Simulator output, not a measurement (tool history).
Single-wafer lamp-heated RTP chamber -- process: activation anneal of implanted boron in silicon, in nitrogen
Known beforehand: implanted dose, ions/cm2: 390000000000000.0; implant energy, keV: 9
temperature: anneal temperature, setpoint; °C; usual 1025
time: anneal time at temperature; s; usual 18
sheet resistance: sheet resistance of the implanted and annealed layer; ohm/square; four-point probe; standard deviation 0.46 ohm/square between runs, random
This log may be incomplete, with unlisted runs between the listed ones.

run	hour	temperature	time	wafers since the last listed run	wafers since the last pyrometer calibration	wafers since the reflector plate was cleaned	hours since the gauge calibration	read-back reference wafer on the same gauge, sheet resistance	sheet resistance
1	0	1025	25	0	1927	2942	399.2	299.02	308.02
2	42.2	1025	25	697	2625	3640	441.4	299.11	307.7
3	82.6	1025	25	668	3293	4308	481.8	299.04	307.82
4	140.1	1025	18	950	4244	5259	539.3	298.92	308.3
# hour 244.8: pyrometer window cleaned and pyrometer calibrated
5	420.7	1025	18	4508	2909	9767	819.9	299.02	309.5
# hour 434.5: gauge calibrated
# hour 548.8: reflector plate cleaned
6	618.9	1025	18	3145	6054	1159	184.4	299.01	310.05
# hour 643.8: pyrometer window cleaned and pyrometer calibrated
7	724.9	1004	18	1620	1340	2780	290.4	299	311.02
8	776.1	1025	18	846	2187	3626	341.6	298.88	308.72
9	836.1	1003	18	992	3179	4619	401.6	299.04	311.27
10	877.6	1003	18	686	3865	5305	443.1	299.19	310.25
11	933.2	1003	18	919	4785	6224	498.7	298.9	311.44
12	997.5	1002	22	1063	5848	7288	563	299.09	310.75
# hour 1012.2: pyrometer window cleaned and pyrometer calibrated
13	1078.1	1010	12	1200	1090	8488	643.6	298.98	311.29
14	1159.5	1025	25	1346	2436	9834	725	298.91	307.95
15	1218	1025	18	967	3404	10802	783.5	299.11	308.37
# hour 1273.6: reflector plate cleaned
16	1295.9	1001	8	1155	4559	368	861.4	298.98	314.4
17	1376.4	1016	27	1331	5891	1699	941.9	298.78	309.12
# hour 1416: pyrometer window cleaned and pyrometer calibrated
18	1422.1	1025	18	623	100	2322	987.6	299.05	309.46
# hour 1430.8: gauge calibrated
19	1482.3	1017	18	995	1095	3318	51.5	298.91	309.11
20	1561.9	1000	11	1316	2412	4634	131.1	298.98	313.25

What will run 21 give?
21	1665.9	1005	12	1719	4132	6354	235.1	?	?

read-back reference wafer on the same gauge, sheet resistance: 298.89
sheet resistance: 311.66 ohm/square
Take away the tool's hidden state, keep the run-to-run variation as it was, and the same run would have given sheet resistance 311.66 ohm/square.

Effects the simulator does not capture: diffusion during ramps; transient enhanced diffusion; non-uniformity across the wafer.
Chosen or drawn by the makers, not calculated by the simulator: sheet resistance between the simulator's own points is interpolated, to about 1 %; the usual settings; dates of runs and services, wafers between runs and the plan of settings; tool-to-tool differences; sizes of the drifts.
